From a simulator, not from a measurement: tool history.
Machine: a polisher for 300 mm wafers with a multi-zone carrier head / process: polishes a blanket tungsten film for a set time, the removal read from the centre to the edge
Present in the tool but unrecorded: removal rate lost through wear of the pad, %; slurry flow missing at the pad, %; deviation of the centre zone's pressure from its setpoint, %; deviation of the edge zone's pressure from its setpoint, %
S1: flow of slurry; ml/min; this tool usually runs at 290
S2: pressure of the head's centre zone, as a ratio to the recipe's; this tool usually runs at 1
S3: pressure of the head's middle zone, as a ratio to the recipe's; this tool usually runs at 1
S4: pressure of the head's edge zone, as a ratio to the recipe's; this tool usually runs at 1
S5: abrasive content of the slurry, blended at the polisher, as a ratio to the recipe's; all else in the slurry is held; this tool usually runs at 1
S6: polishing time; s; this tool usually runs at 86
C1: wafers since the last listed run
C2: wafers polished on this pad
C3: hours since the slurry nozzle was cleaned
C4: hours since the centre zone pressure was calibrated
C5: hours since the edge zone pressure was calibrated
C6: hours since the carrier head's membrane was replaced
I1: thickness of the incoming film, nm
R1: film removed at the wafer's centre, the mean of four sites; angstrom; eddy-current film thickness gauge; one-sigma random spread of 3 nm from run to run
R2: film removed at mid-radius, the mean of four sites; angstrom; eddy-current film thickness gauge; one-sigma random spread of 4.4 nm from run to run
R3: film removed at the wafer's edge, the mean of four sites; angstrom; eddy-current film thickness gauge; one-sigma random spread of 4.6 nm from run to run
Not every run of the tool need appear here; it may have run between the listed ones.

run     day   S1    S2    S3    S4    S5  S6    C1    C2     C3      C4      C5      C6     I1    R1    R2    R3
  1       0  290     1     1     1     1  74     0  1090  756.9   500.2   340.9   394.5  991.8  2937  2732  2812
      0.162  -- slurry nozzle cleaned
  2   1.633  290  1.11     1     1     1  86   243  1334   35.3   539.4   380.1   433.7  982.9  3930  3406  3298
  3   4.542  290     1     1     1     1  96   444  1779  105.1   609.2   449.9   503.5  979.4  3989  3734  3802
  4   8.962  290     1     1     1     1  86   676  2455  211.2   715.3     556   609.6    980  3578  3329  3342
  5   13.25  390     1     1  0.93     1  86   655  3110  314.1   818.2   658.9   712.5  972.4  3658  3307  3165
  6  14.896  290  0.89  0.89     1  1.25  86   251  3362  353.6   857.7   698.4     752  984.8  3480  3299  3645
  7  17.488  205     1  1.12     1     1  86   396  3758  415.8   919.9   760.6   814.2  967.4  3460  3491  3258
     21.246  -- worn pad replaced by a new one
  8  21.938  205     1  1.12     1     1  86   655   105  522.6  1026.7   867.4     921  965.4  3419  3455  3327
  9  23.621  290     1  0.96     1     1  86   257   363    563  1067.1   907.8   961.4  984.6  3489  3121  3337
 10  26.354  290  1.05     1     1   1.2  86   418   781  628.6  1132.7   973.4    1027  984.9  3868  3449  3473
     26.554  -- slurry nozzle cleaned
     34.875  -- centre zone pressure recalibrated
 11  36.117  290  0.96     1     1     1  86  1473  2255  229.5    29.8  1207.7  1261.3  961.1  3431  3342  3306
     36.383  -- edge zone pressure recalibrated
 12  40.575  290  1.09  1.05     1     1  86   669  2924  336.5   136.8   100.6  1368.3  982.5  3814  3456  3362
 13  44.508  335     1     1     1     1  86   601  3525  430.9   231.2     195  1462.7  997.2  3594  3377  3350
 14  46.538  290     1  1.09  1.06     1  66   310  3836  479.6   279.9   243.7  1511.4  984.9  2756  2713  2648
     48.383  -- worn pad replaced by a new one
 15  48.404  290     1     1     1     1  86   259     3  524.4   324.7   288.5  1556.2    973  3525  3196  3263
 16  50.021  290  0.89     1     1     1  86   247   250  563.2   363.5   327.3    1595  976.2  3194  3169  3384
 17  52.696  265     1  0.93     1     1  58   409   659  627.4   427.7   391.5  1659.2  970.6  2347  2044  2236
 18  56.146  290     1     1     1     1  86   527  1187  710.2   510.5   474.3    1742  981.4  3484  3199  3377
     59.658  -- slurry nozzle cleaned
 19  60.596  320     1     1     1     1  86   674  1861   22.5   617.3   581.1  1848.8  992.8  3663  3348  3433
     61.492  -- carrier head's membrane replaced by a new one
 20  64.133  290     1  0.89     1     1  86   509  2370  107.4   702.2     666    63.4  986.5  3552  3068  3402

Below, each run's measurement less what the same run would have read without the hidden state. Both values contain the same run-to-run variation, but the gauge's scatter may not be the same in both:
run    R1    R2    R3
  1  -158  -131  -101
  2   -15   -12    -8
  3   -17   -15   -11
  4   -22   -19   -14
  5   -29   -24   -17
  6   -40   -34   -29
  7   -62   -56   -39
  8   -92   -83   -60
  9   -90   -72   -58
 10  -127  -101   -76
 11   -14   -11    -9
 12   -29   -23   -17
 13   -40   -34   -25
 14   -42   -37   -27
 15   -65   -52   -41
 16   -70   -61   -50
 17   -70   -54   -44
 18  -133  -110   -87
 19    -1    -1    -1
 20    -4    -3    -2

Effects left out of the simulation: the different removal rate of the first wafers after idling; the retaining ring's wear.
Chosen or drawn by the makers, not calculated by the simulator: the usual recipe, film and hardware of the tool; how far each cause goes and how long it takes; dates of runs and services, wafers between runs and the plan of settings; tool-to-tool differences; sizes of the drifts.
